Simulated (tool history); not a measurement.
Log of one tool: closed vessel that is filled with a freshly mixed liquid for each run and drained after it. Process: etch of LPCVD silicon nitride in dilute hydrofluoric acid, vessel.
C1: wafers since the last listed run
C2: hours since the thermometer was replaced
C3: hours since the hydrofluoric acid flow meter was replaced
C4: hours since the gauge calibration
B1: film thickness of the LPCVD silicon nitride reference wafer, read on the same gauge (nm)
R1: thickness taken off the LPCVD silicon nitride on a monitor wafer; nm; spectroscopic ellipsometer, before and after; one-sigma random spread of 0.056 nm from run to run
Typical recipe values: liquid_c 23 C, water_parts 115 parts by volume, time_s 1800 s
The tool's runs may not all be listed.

run 1 hour=0 | liquid_c=23 water_parts=115 time_s=1800 | C1=0 C2=1830.2 C3=626.1 C4=338.6 | B1=60.02 | R1=7.08
run 2 hour=12 | liquid_c=23 water_parts=115 time_s=1800 | C1=385 C2=1842.2 C3=638.1 C4=350.6 | B1=59.99 | R1=7.21
run 3 hour=19.3 | liquid_c=23 water_parts=115 time_s=1800 | C1=234 C2=1849.5 C3=645.4 C4=357.9 | B1=60.03 | R1=7.03
run 4 hour=27.5 | liquid_c=23 water_parts=115 time_s=1800 | C1=263 C2=1857.7 C3=653.6 C4=366.1 | B1=60 | R1=7.09
run 5 hour=40.2 | liquid_c=23 water_parts=115 time_s=1800 | C1=407 C2=1870.4 C3=666.3 C4=378.8 | B1=60.01 | R1=6.99
run 6 hour=49.1 | liquid_c=23 water_parts=115 time_s=1800 | C1=285 C2=1879.3 C3=675.2 C4=387.7 | B1=60.03 | R1=7.05
run 7 hour=60.6 | liquid_c=23 water_parts=115 time_s=1800 | C1=369 C2=1890.8 C3=686.7 C4=399.2 | B1=59.97 | R1=7.04
run 8 hour=67 | liquid_c=23 water_parts=90 time_s=1800 | C1=205 C2=1897.2 C3=693.1 C4=405.6 | B1=59.98 | R1=9.1
run 9 hour=79.1 | liquid_c=20 water_parts=165 time_s=1800 | C1=388 C2=1909.3 C3=705.2 C4=417.7 | B1=60.03 | R1=4.05
run 10 hour=94.3 | liquid_c=23 water_parts=115 time_s=1800 | C1=488 C2=1924.5 C3=720.4 C4=432.9 | B1=60 | R1=6.95
-- hour=107.2 hydrofluoric acid flow meter replaced
run 11 hour=107.7 | liquid_c=18 water_parts=160 time_s=1800 | C1=398 C2=1937.9 C3=0.5 C4=446.3 | B1=59.99 | R1=3.97
run 12 hour=116.3 | liquid_c=21 water_parts=135 time_s=1480 | C1=276 C2=1946.5 C3=9.1 C4=454.9 | B1=59.97 | R1=4.73
run 13 hour=128.7 | liquid_c=23 water_parts=115 time_s=1800 | C1=398 C2=1958.9 C3=21.5 C4=467.3 | B1=59.97 | R1=7.69
run 14 hour=145.6 | liquid_c=23 water_parts=175 time_s=1800 | C1=542 C2=1975.8 C3=38.4 C4=484.2 | B1=59.99 | R1=5.07
run 15 hour=161.6 | liquid_c=23 water_parts=115 time_s=1245 | C1=513 C2=1991.8 C3=54.4 C4=500.2 | B1=59.97 | R1=5.27
run 16 hour=168.2 | liquid_c=23 water_parts=115 time_s=1800 | C1=211 C2=1998.4 C3=61 C4=506.8 | B1=59.97 | R1=7.63
run 17 hour=178 | liquid_c=20 water_parts=100 time_s=1800 | C1=314 C2=2008.2 C3=70.8 C4=516.6 | B1=59.99 | R1=7.16
run 18 hour=186.2 | liquid_c=27.5 water_parts=75 time_s=1050 | C1=263 C2=2016.4 C3=79 C4=524.8 | B1=60 | R1=9.11
run 19 hour=192.3 | liquid_c=23 water_parts=115 time_s=1800 | C1=195 C2=2022.5 C3=85.1 C4=530.9 | B1=59.99 | R1=7.58
-- hour=202.3 gauge calibrated
run 20 hour=208.4 | liquid_c=23 water_parts=115 time_s=1215 | C1=516 C2=2038.6 C3=101.2 C4=6.1 | B1=60.03 | R1=5.15
run 21 hour=215.3 | liquid_c=23 water_parts=115 time_s=1800 | C1=221 C2=2045.5 C3=108.1 C4=13 | B1=60.01 | R1=7.43
run 22 hour=232.7 | liquid_c=21 water_parts=115 time_s=2510 | C1=558 C2=2062.9 C3=125.5 C4=30.4 | B1=60.01 | R1=9.2
-- hour=238.6 thermometer replaced
run 23 hour=239.5 | liquid_c=23 water_parts=115 time_s=1800 | C1=186 C2=0.9 C3=132.3 C4=37.2 | B1=60.01 | R1=7.53
run 24 hour=245.5 | liquid_c=27 water_parts=115 time_s=2545 | C1=192 C2=6.9 C3=138.3 C4=43.2 | B1=60.03 | R1=13.69
run 25 hour=258.3 | liquid_c=23 water_parts=115 time_s=1800 | C1=410 C2=19.7 C3=151.1 C4=56 | B1=59.99 | R1=7.57
run 26 hour=271.5 | liquid_c=23 water_parts=115 time_s=1800 | C1=423 C2=32.9 C3=164.3 C4=69.2 | B1=60 | R1=7.52
run 27 hour=284.1 | liquid_c=23 water_parts=135 time_s=975 | C1=404 C2=45.5 C3=176.9 C4=81.8 | B1=60.02 | R1=3.46
run 28 hour=295.3 | liquid_c=28 water_parts=90 time_s=2535 | C1=359 C2=56.7 C3=188.1 C4=93 | B1=60.03 | R1=18.96
run 29 hour=313 | liquid_c=23 water_parts=115 time_s=1800 | C1=568 C2=74.4 C3=205.8 C4=110.7 | B1=60.01 | R1=7.49
run 30 hour=329.6 | liquid_c=23 water_parts=170 time_s=2610 | C1=533 C2=91 C3=222.4 C4=127.3 | B1=60 | R1=7.45
run 31 hour=343.1 | liquid_c=20.5 water_parts=135 time_s=1360 | C1=433 C2=104.5 C3=235.9 C4=140.8 | B1=59.99 | R1=4.07
run 32 hour=358.4 | liquid_c=27.5 water_parts=165 time_s=2795 | C1=491 C2=119.8 C3=251.2 C4=156.1 | B1=60.02 | R1=10.85
run 33 hour=370.6 | liquid_c=23 water_parts=115 time_s=1800 | C1=391 C2=132 C3=263.4 C4=168.3 | B1=60.01 | R1=7.44

Predict each of these 3 candidate next runs independently; none follows another, all start after run 33:
run A hour=371.7 | liquid_c=23 water_parts=115 time_s=1800 | C1=35 C2=133.1 C3=264.5 C4=169.4 | B1=? | R1=?
run B hour=371.7 | liquid_c=21.5 water_parts=145 time_s=2225 | C1=35 C2=133.1 C3=264.5 C4=169.4 | B1=? | R1=?
run C hour=371.7 | liquid_c=20.5 water_parts=80 time_s=1395 | C1=35 C2=133.1 C3=264.5 C4=169.4 | B1=? | R1=?

run=A B1=60 R1=7.36
run=B B1=60 R1=6.57
run=C B1=60 R1=6.89
With the hidden condition removed and each run's random variation left untouched, the same runs would have given:
run=A R1=7.67
run=B R1=6.83
run=C R1=7.17
